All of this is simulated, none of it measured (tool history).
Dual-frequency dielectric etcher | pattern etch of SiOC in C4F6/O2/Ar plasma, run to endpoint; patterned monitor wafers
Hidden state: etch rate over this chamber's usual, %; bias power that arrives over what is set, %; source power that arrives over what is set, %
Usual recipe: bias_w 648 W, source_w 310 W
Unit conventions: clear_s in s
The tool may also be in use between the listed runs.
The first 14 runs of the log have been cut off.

| run | hour | bias_w | source_w | wafers since the last listed run | hours since the last wet clean | hours since the last bias power generator calibration | hours since the last source power generator calibration | hours since the last upper electrode change | incoming incoming film thickness, nm | clear_s |
|---|---|---|---|---|---|---|---|---|---|---|
|  | 182.4 | source power generator calibrated |
| 15 | 182.9 | 488 | 370 | 163 | 207.3 | 4160.7 | 0.5 | 5868.8 | 51.2 | 18.1 |
| 16 | 188.7 | 538 | 360 | 147 | 213.1 | 4166.5 | 6.3 | 5874.6 | 51.4 | 17.4 |
| 17 | 203.5 | 648 | 310 | 377 | 227.9 | 4181.3 | 21.1 | 5889.4 | 51.1 | 17.3 |
|  | 230.5 | upper electrode replaced |
| 18 | 231 | 648 | 310 | 89 | 255.4 | 4208.8 | 48.6 | 0.5 | 51.5 | 17.5 |
| 19 | 231.3 | 710 | 280 | 7 | 255.7 | 4209.1 | 48.9 | 0.8 | 51.4 | 17.3 |
| 20 | 240.3 | 556 | 240 | 229 | 264.7 | 4218.1 | 57.9 | 9.8 | 52.1 | 20.5 |
| 21 | 258 | 555 | 260 | 451 | 282.4 | 4235.8 | 75.6 | 27.5 | 51.9 | 20.1 |
| 22 | 272.8 | 648 | 350 | 377 | 297.2 | 4250.6 | 90.4 | 42.3 | 51.5 | 16.6 |
|  | 282.2 | bias power generator calibrated |
|  | 304.2 | wet clean of the chamber |
| 23 | 304.7 | 594 | 380 | 148 | 0.5 | 22.5 | 122.3 | 74.2 | 50.9 | 16 |
| 24 | 305.8 | 561 | 360 | 28 | 1.6 | 23.6 | 123.4 | 75.3 | 51.5 | 16.8 |
| 25 | 320 | 648 | 310 | 361 | 15.8 | 37.8 | 137.6 | 89.5 | 51.6 | 16.9 |
| 26 | 331.3 | 648 | 380 | 288 | 27.1 | 49.1 | 148.9 | 100.8 | 51.8 | 15.9 |
| 27 | 343.1 | 548 | 280 | 300 | 38.9 | 60.9 | 160.7 | 112.6 | 51.1 | 18.8 |
| 28 | 387.9 | 535 | 360 | 1141 | 83.7 | 105.7 | 205.5 | 157.4 | 51.4 | 17.4 |
| 29 | 405.7 | 785 | 240 | 453 | 101.5 | 123.5 | 223.3 | 175.2 | 51 | 17.1 |
| 30 | 439.6 | 504 | 250 | 864 | 135.4 | 157.4 | 257.2 | 209.1 | 51.5 | 20.8 |
| 31 | 451.4 | 507 | 390 | 300 | 147.2 | 169.2 | 269 | 220.9 | 51.6 | 17.5 |
| 32 | 460.3 | 709 | 310 | 226 | 156.1 | 178.1 | 277.9 | 229.8 | 50.5 | 16.3 |
| 33 | 478.3 | 648 | 380 | 458 | 174.1 | 196.1 | 295.9 | 247.8 | 51.7 | 15.8 |
| 34 | 489.3 | 597 | 330 | 280 | 185.1 | 207.1 | 306.9 | 258.8 | 51.5 | 17.4 |

Alternative continuations, all from the tool just after run 34; predict every row:
| A | 489.7 | 648 | 240 | 10 | 185.5 | 207.5 | 307.3 | 259.2 | 51.6 | ? |
| B | 489.7 | 528 | 290 | 10 | 185.5 | 207.5 | 307.3 | 259.2 | 51.6 | ? |
| C | 489.7 | 555 | 310 | 10 | 185.5 | 207.5 | 307.3 | 259.2 | 51.6 | ? |
| D | 489.7 | 539 | 370 | 10 | 185.5 | 207.5 | 307.3 | 259.2 | 51.6 | ? |
| E | 489.7 | 788 | 370 | 10 | 185.5 | 207.5 | 307.3 | 259.2 | 51.6 | ? |

| run | clear_s |
|---|---|
| A | 18.7 |
| B | 19 |
| C | 18.2 |
| D | 17.2 |
| E | 14.7 |
Stripped of hidden state, with their random variation kept, the same runs would have yielded:
| run | clear_s |
|---|---|
| A | 18.4 |
| B | 18.7 |
| C | 17.9 |
| D | 17 |
| E | 14.4 |

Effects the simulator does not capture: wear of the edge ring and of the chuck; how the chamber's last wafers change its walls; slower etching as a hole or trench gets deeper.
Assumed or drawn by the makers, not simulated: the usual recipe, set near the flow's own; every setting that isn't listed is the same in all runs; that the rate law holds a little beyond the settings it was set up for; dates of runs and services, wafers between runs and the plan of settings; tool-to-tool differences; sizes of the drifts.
